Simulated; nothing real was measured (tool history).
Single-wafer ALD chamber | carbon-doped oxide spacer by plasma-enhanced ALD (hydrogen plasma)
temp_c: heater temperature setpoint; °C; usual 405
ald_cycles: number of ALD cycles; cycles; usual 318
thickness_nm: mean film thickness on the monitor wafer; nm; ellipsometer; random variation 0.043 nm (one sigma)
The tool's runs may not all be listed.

run	day	temp_c	ald_cycles	read-back reference wafer on the same gauge, thickness_nm	thickness_nm
1	0.000	405	318	15.502	17.195
2	0.283	405	318	15.492	17.210
3	0.971	405	318	15.497	17.223
# day 1.104: gauge calibrated
4	1.321	395	300	15.511	16.441
5	2.062	405	318	15.501	17.195
6	2.717	405	318	15.502	17.187
7	3.442	405	318	15.499	17.181
8	4.138	405	318	15.495	17.232
# day 4.750: thermocouple changed; heater temperature recalibrated
9	4.771	405	318	15.504	17.196
10	4.846	405	284	15.500	15.433
11	5.138	405	318	15.493	17.174
12	5.838	414	290	15.497	15.218
13	6.396	401	368	15.506	20.258
14	7.946	393	293	15.497	16.041
# day 7.996: gauge calibrated
15	8.254	405	318	15.493	17.187
16	8.817	405	318	15.500	17.113
17	11.017	393	335	15.504	18.362
18	11.458	396	318	15.494	17.444
19	11.929	393	380	15.509	20.819
20	12.342	396	342	15.512	18.785
21	12.750	410	318	15.503	16.896
22	13.479	410	286	15.505	15.221
23	13.738	405	318	15.514	17.186

What the log doesn't show, run by run:
wafer temperature above the value expected at the setpoint (K): 0 in every run
gauge reads high (%): 0 in every run
